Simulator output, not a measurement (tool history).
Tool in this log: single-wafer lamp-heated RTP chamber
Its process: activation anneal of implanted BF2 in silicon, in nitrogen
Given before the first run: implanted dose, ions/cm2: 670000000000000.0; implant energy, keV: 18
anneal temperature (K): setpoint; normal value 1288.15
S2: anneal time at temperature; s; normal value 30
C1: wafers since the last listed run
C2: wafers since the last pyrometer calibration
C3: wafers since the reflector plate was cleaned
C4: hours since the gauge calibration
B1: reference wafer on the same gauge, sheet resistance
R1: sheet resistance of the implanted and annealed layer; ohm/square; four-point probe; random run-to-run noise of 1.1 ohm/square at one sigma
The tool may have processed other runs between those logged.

run 1 hour=0.0 | anneal_temperature_(K)=1267.15 S2=30 | C1=0 C2=5366 C3=3201 C4=628.0 | B1=219.82 | R1=246.58
run 2 hour=61.9 | anneal_temperature_(K)=1267.15 S2=30 | C1=883 C2=6249 C3=4085 C4=689.9 | B1=220.61 | R1=246.20
run 3 hour=94.2 | anneal_temperature_(K)=1265.15 S2=30 | C1=460 C2=6710 C3=4545 C4=722.2 | B1=220.05 | R1=250.43
run 4 hour=109.4 | anneal_temperature_(K)=1298.15 S2=30 | C1=216 C2=6927 C3=4762 C4=737.4 | B1=220.04 | R1=219.79
run 5 hour=133.4 | anneal_temperature_(K)=1264.15 S2=24 | C1=342 C2=7269 C3=5105 C4=761.4 | B1=220.19 | R1=251.58
run 6 hour=166.0 | anneal_temperature_(K)=1264.15 S2=24 | C1=465 C2=7734 C3=5570 C4=794.0 | B1=220.01 | R1=255.31
-- hour=195.4 pyrometer window cleaned and pyrometer calibrated
run 7 hour=260.9 | anneal_temperature_(K)=1288.15 S2=30 | C1=1239 C2=934 C3=6810 C4=888.9 | B1=219.75 | R1=227.06
run 8 hour=274.3 | anneal_temperature_(K)=1288.15 S2=30 | C1=191 C2=1125 C3=7001 C4=902.3 | B1=219.77 | R1=226.62
run 9 hour=303.0 | anneal_temperature_(K)=1288.15 S2=30 | C1=409 C2=1534 C3=7411 C4=931.0 | B1=219.70 | R1=226.92
-- hour=318.2 gauge calibrated
run 10 hour=320.0 | anneal_temperature_(K)=1288.15 S2=30 | C1=242 C2=1777 C3=7653 C4=1.8 | B1=219.92 | R1=227.75
-- hour=332.7 reflector plate cleaned
run 11 hour=344.6 | anneal_temperature_(K)=1288.15 S2=23 | C1=236 C2=2014 C3=170 C4=26.4 | B1=220.25 | R1=230.52
run 12 hour=369.9 | anneal_temperature_(K)=1288.15 S2=23 | C1=361 C2=2375 C3=531 C4=51.7 | B1=219.63 | R1=232.32
run 13 hour=391.1 | anneal_temperature_(K)=1306.15 S2=30 | C1=302 C2=2677 C3=833 C4=72.9 | B1=220.33 | R1=213.38
run 14 hour=422.7 | anneal_temperature_(K)=1306.15 S2=30 | C1=450 C2=3128 C3=1284 C4=104.5 | B1=219.55 | R1=212.54
run 15 hour=456.0 | anneal_temperature_(K)=1306.15 S2=30 | C1=475 C2=3603 C3=1759 C4=137.8 | B1=219.39 | R1=216.10
run 16 hour=480.9 | anneal_temperature_(K)=1308.15 S2=30 | C1=355 C2=3959 C3=2115 C4=162.7 | B1=219.98 | R1=213.03
run 17 hour=501.9 | anneal_temperature_(K)=1288.15 S2=30 | C1=299 C2=4258 C3=2414 C4=183.7 | B1=219.57 | R1=226.73
run 18 hour=523.4 | anneal_temperature_(K)=1310.15 S2=15 | C1=306 C2=4565 C3=2721 C4=205.2 | B1=219.66 | R1=222.89
run 19 hour=552.0 | anneal_temperature_(K)=1288.15 S2=30 | C1=408 C2=4973 C3=3129 C4=233.8 | B1=220.08 | R1=225.30
run 20 hour=576.2 | anneal_temperature_(K)=1273.15 S2=19 | C1=345 C2=5319 C3=3474 C4=258.0 | B1=219.89 | R1=250.99
run 21 hour=591.4 | anneal_temperature_(K)=1288.15 S2=30 | C1=216 C2=5536 C3=3691 C4=273.2 | B1=220.35 | R1=226.45
run 22 hour=651.0 | anneal_temperature_(K)=1273.15 S2=19 | C1=850 C2=6386 C3=4542 C4=332.8 | B1=220.07 | R1=250.70
run 23 hour=676.4 | anneal_temperature_(K)=1288.15 S2=30 | C1=362 C2=6748 C3=4904 C4=358.2 | B1=220.17 | R1=227.02
run 24 hour=706.5 | anneal_temperature_(K)=1309.15 S2=15 | C1=429 C2=7178 C3=5334 C4=388.3 | B1=220.33 | R1=226.26
run 25 hour=721.6 | anneal_temperature_(K)=1310.15 S2=38 | C1=215 C2=7393 C3=5549 C4=403.4 | B1=219.70 | R1=208.32
-- hour=737.3 pyrometer window cleaned and pyrometer calibrated
run 26 hour=752.0 | anneal_temperature_(K)=1288.15 S2=37 | C1=319 C2=209 C3=5869 C4=433.8 | B1=220.15 | R1=224.08
run 27 hour=786.4 | anneal_temperature_(K)=1270.15 S2=23 | C1=490 C2=700 C3=6360 C4=468.2 | B1=220.08 | R1=248.43
run 28 hour=798.5 | anneal_temperature_(K)=1288.15 S2=30 | C1=172 C2=873 C3=6532 C4=480.3 | B1=219.98 | R1=226.93
run 29 hour=816.7 | anneal_temperature_(K)=1297.15 S2=48 | C1=259 C2=1132 C3=6792 C4=498.5 | B1=220.17 | R1=210.72
run 30 hour=852.2 | anneal_temperature_(K)=1288.15 S2=30 | C1=506 C2=1639 C3=7298 C4=534.0 | B1=219.72 | R1=224.42
run 31 hour=879.2 | anneal_temperature_(K)=1299.15 S2=46 | C1=385 C2=2024 C3=7684 C4=561.0 | B1=220.10 | R1=212.71
run 32 hour=900.8 | anneal_temperature_(K)=1309.15 S2=47 | C1=308 C2=2332 C3=7992 C4=582.6 | B1=220.50 | R1=205.63
run 33 hour=922.6 | anneal_temperature_(K)=1312.15 S2=24 | C1=311 C2=2643 C3=8303 C4=604.4 | B1=219.80 | R1=215.51
run 34 hour=947.2 | anneal_temperature_(K)=1305.15 S2=39 | C1=351 C2=2994 C3=8654 C4=629.0 | B1=219.72 | R1=211.06
run 35 hour=977.5 | anneal_temperature_(K)=1273.15 S2=13 | C1=432 C2=3427 C3=9086 C4=659.3 | B1=219.86 | R1=257.32

What differs in the tool's unlogged condition from the final listed run ahead of each entry between runs to the first listed run following it?
Between runs 6 and 7: pyrometer window cleaned and pyrometer calibrated (hour 195.4)
  no difference in the tool's unlogged condition between these two runs
Between runs 9 and 10: gauge calibrated (hour 318.2)
  no difference in the tool's unlogged condition between these two runs
Between runs 10 and 11: reflector plate cleaned (hour 332.7)
  no difference in the tool's unlogged condition between these two runs
Between runs 25 and 26: pyrometer window cleaned and pyrometer calibrated (hour 737.3)
  no difference in the tool's unlogged condition between these two runs
